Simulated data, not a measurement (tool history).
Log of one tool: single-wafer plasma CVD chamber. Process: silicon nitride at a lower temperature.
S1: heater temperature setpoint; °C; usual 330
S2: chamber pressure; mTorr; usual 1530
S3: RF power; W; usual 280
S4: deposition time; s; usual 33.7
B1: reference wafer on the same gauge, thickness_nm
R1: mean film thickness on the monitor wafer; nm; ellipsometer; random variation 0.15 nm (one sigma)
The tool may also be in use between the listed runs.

Run 1, hour 0.0: usual settings; B1 36.503. Result: R1 36.939 nm.
Run 2, hour 28.8: usual settings; B1 36.596. Result: R1 36.843 nm.
Run 3, hour 81.4: usual settings; B1 36.626. Result: R1 36.989 nm.
Run 4, hour 137.7: usual settings; B1 36.751. Result: R1 36.806 nm.
Run 5, hour 186.8: usual settings; B1 36.847. Result: R1 37.017 nm.
Run 6, hour 211.5: usual settings; B1 36.784. Result: R1 37.098 nm.
Run 7, hour 294.3: usual settings; B1 36.910. Result: R1 37.206 nm.
Run 8, hour 329.7: usual settings; B1 36.985. Result: R1 37.227 nm.
Run 9, hour 371.8: usual settings but S3 315 W, S4 36.4 s; B1 37.006. Result: R1 43.784 nm.
Run 10, hour 409.3: usual settings; B1 37.074. Result: R1 37.173 nm.
At hour 417.4: thermocouple changed; heater temperature recalibrated.
Run 11, hour 434.0: usual settings; B1 37.095. Result: R1 37.029 nm.
At hour 483.6: showerhead replaced.
Run 12, hour 497.2: usual settings; B1 37.123. Result: R1 37.260 nm.
Run 13, hour 546.0: usual settings; B1 37.090. Result: R1 37.412 nm.
Run 14, hour 596.1: usual settings; B1 37.099. Result: R1 37.320 nm.
Run 15, hour 636.9: usual settings but S1 336 °C, S3 250 W, S4 32.0 s; B1 37.202. Result: R1 32.544 nm.
Run 16, hour 687.5: usual settings but S1 342 °C, S2 1770 mTorr, S3 325 W, S4 31.1 s; B1 37.135. Result: R1 39.411 nm.
Run 17, hour 734.2: usual settings but S3 330 W; B1 37.161. Result: R1 42.385 nm.
Run 18, hour 794.2: usual settings but S1 336 °C, S4 30.9 s; B1 37.274. Result: R1 34.329 nm.
Run 19, hour 842.2: usual settings but S1 323 °C, S2 1770 mTorr, S3 260 W, S4 29.4 s; B1 37.338. Result: R1 31.793 nm.
Run 20, hour 871.3: usual settings but S4 36.8 s; B1 37.283. Result: R1 40.804 nm.
Run 21, hour 912.2: usual settings but S1 337 °C, S2 1750 mTorr; B1 37.257. Result: R1 38.509 nm.
At hour 921.5: capacitance manometer re-zeroed and calibrated.
At hour 928.2: RF generator calibrated.
Run 22, hour 945.5: usual settings; B1 37.304. Result: R1 37.661 nm.
Run 23, hour 1001.7: usual settings but S2 1900 mTorr, S3 240 W, S4 38.1 s; B1 37.305. Result: R1 38.760 nm.
At hour 1063.6: gauge calibrated.
Run 24, hour 1067.1: usual settings; B1 36.006. Result: R1 36.090 nm.

The next listed run, before its measurement:
Run 25, hour 1128.9: usual settings; B1 ?. Result: R1 ?.

B1: 36.077
R1: 36.252 nm
Without the tool's hidden state the same run would have given R1 36.044 nm.

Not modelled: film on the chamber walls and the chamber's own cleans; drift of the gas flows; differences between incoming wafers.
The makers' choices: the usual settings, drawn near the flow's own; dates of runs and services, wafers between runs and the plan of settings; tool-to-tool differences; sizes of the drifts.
